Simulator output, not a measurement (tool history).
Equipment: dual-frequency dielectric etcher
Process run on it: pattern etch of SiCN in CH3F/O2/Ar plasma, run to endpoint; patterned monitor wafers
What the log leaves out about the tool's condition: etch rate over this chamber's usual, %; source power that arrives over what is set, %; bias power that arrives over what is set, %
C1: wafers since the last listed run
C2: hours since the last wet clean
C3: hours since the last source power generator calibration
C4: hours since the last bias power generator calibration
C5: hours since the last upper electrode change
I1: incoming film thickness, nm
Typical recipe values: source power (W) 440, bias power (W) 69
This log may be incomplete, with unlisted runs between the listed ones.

run 1 hour=0 | source_power_(W)=520 bias_power_(W)=69 | C1=0 C2=255.6 C3=3393.7 C4=1851.8 C5=2488.6 | I1=7 | endpoint_time_(s)=17.8
run 2 hour=28.6 | source_power_(W)=440 bias_power_(W)=69 | C1=641 C2=284.2 C3=3422.3 C4=1880.4 C5=2517.2 | I1=6.99 | endpoint_time_(s)=18.5
run 3 hour=43.4 | source_power_(W)=440 bias_power_(W)=62 | C1=331 C2=299 C3=3437.1 C4=1895.2 C5=2532 | I1=6.95 | endpoint_time_(s)=19
run 4 hour=61.5 | source_power_(W)=440 bias_power_(W)=62 | C1=405 C2=317.1 C3=3455.2 C4=1913.3 C5=2550.1 | I1=7.04 | endpoint_time_(s)=19.4
run 5 hour=79.8 | source_power_(W)=440 bias_power_(W)=62 | C1=410 C2=335.4 C3=3473.5 C4=1931.6 C5=2568.4 | I1=6.92 | endpoint_time_(s)=19
run 6 hour=113.3 | source_power_(W)=440 bias_power_(W)=69 | C1=751 C2=368.9 C3=3507 C4=1965.1 C5=2601.9 | I1=7.03 | endpoint_time_(s)=19
run 7 hour=146.6 | source_power_(W)=440 bias_power_(W)=69 | C1=746 C2=402.2 C3=3540.3 C4=1998.4 C5=2635.2 | I1=7.01 | endpoint_time_(s)=19
run 8 hour=166.4 | source_power_(W)=440 bias_power_(W)=69 | C1=444 C2=422 C3=3560.1 C4=2018.2 C5=2655 | I1=7 | endpoint_time_(s)=18.7
run 9 hour=197.7 | source_power_(W)=440 bias_power_(W)=69 | C1=702 C2=453.3 C3=3591.4 C4=2049.5 C5=2686.3 | I1=7.04 | endpoint_time_(s)=19
run 10 hour=221.3 | source_power_(W)=440 bias_power_(W)=69 | C1=529 C2=476.9 C3=3615 C4=2073.1 C5=2709.9 | I1=7.03 | endpoint_time_(s)=19
-- hour=251.4 wet clean of the chamber
run 11 hour=251.9 | source_power_(W)=440 bias_power_(W)=69 | C1=148 C2=0.5 C3=3645.6 C4=2103.7 C5=2740.5 | I1=7.05 | endpoint_time_(s)=18.2
run 12 hour=266 | source_power_(W)=480 bias_power_(W)=77 | C1=316 C2=14.6 C3=3659.7 C4=2117.8 C5=2754.6 | I1=6.99 | endpoint_time_(s)=17
run 13 hour=281 | source_power_(W)=480 bias_power_(W)=77 | C1=336 C2=29.6 C3=3674.7 C4=2132.8 C5=2769.6 | I1=6.92 | endpoint_time_(s)=16.9
run 14 hour=300.8 | source_power_(W)=480 bias_power_(W)=77 | C1=444 C2=49.4 C3=3694.5 C4=2152.6 C5=2789.4 | I1=6.96 | endpoint_time_(s)=17.1
run 15 hour=325.2 | source_power_(W)=440 bias_power_(W)=69 | C1=547 C2=73.8 C3=3718.9 C4=2177 C5=2813.8 | I1=6.98 | endpoint_time_(s)=18.1
-- hour=338.2 source power generator calibrated
run 16 hour=352.3 | source_power_(W)=500 bias_power_(W)=69 | C1=518 C2=100.9 C3=14.1 C4=2204.1 C5=2840.9 | I1=7.05 | endpoint_time_(s)=17.8
-- hour=378.5 upper electrode replaced
run 17 hour=379 | source_power_(W)=440 bias_power_(W)=76 | C1=60 C2=127.6 C3=40.8 C4=2230.8 C5=0.5 | I1=7 | endpoint_time_(s)=17.8
run 18 hour=381.7 | source_power_(W)=440 bias_power_(W)=69 | C1=60 C2=130.3 C3=43.5 C4=2233.5 C5=3.2 | I1=7.03 | endpoint_time_(s)=18.5
run 19 hour=408.8 | source_power_(W)=530 bias_power_(W)=85 | C1=607 C2=157.4 C3=70.6 C4=2260.6 C5=30.3 | I1=6.93 | endpoint_time_(s)=16.2
-- hour=419.4 bias power generator calibrated
run 20 hour=443 | source_power_(W)=510 bias_power_(W)=79 | C1=677 C2=191.6 C3=104.8 C4=23.6 C5=64.5 | I1=7.09 | endpoint_time_(s)=17.2
run 21 hour=465.9 | source_power_(W)=510 bias_power_(W)=69 | C1=513 C2=214.5 C3=127.7 C4=46.5 C5=87.4 | I1=6.94 | endpoint_time_(s)=17.5
run 22 hour=493.9 | source_power_(W)=440 bias_power_(W)=69 | C1=628 C2=242.5 C3=155.7 C4=74.5 C5=115.4 | I1=7.07 | endpoint_time_(s)=18.6
run 23 hour=516.7 | source_power_(W)=480 bias_power_(W)=56 | C1=511 C2=265.3 C3=178.5 C4=97.3 C5=138.2 | I1=6.97 | endpoint_time_(s)=18.9
run 24 hour=536 | source_power_(W)=380 bias_power_(W)=73 | C1=432 C2=284.6 C3=197.8 C4=116.6 C5=157.5 | I1=7.05 | endpoint_time_(s)=19.1
run 25 hour=565.1 | source_power_(W)=350 bias_power_(W)=79 | C1=652 C2=313.7 C3=226.9 C4=145.7 C5=186.6 | I1=7.09 | endpoint_time_(s)=19.1
run 26 hour=587.7 | source_power_(W)=390 bias_power_(W)=59 | C1=506 C2=336.3 C3=249.5 C4=168.3 C5=209.2 | I1=7.01 | endpoint_time_(s)=20.1
run 27 hour=619.6 | source_power_(W)=440 bias_power_(W)=69 | C1=715 C2=368.2 C3=281.4 C4=200.2 C5=241.1 | I1=6.96 | endpoint_time_(s)=18.5
run 28 hour=650.9 | source_power_(W)=440 bias_power_(W)=62 | C1=702 C2=399.5 C3=312.7 C4=231.5 C5=272.4 | I1=6.97 | endpoint_time_(s)=19.1

What differs in the tool's unlogged condition from the final listed run ahead of each entry between runs to the first listed run following it?
Run 10 -> run 11: wet clean of the chamber (hour 251.4)
  etch rate over this chamber's usual, %: -4.66 -> 0.214
  measured result minus the result with no hidden state, endpoint time (s): +0.9 -> +0
Run 15 -> run 16: source power generator calibrated (hour 338.2)
  etch rate over this chamber's usual, %: -0.46 -> -0.71
  measured result minus the result with no hidden state, endpoint time (s): +0.1 -> +0.2
Run 16 -> run 17: upper electrode replaced (hour 378.5)
  etch rate over this chamber's usual, %: -0.71 -> -0.955
  measured result minus the result with no hidden state, endpoint time (s): +0.2 -> +0.2
Run 19 -> run 20: bias power generator calibrated (hour 419.4)
  etch rate over this chamber's usual, %: -1.23 -> -1.54
  measured result minus the result with no hidden state, endpoint time (s): +0.2 -> +0.2

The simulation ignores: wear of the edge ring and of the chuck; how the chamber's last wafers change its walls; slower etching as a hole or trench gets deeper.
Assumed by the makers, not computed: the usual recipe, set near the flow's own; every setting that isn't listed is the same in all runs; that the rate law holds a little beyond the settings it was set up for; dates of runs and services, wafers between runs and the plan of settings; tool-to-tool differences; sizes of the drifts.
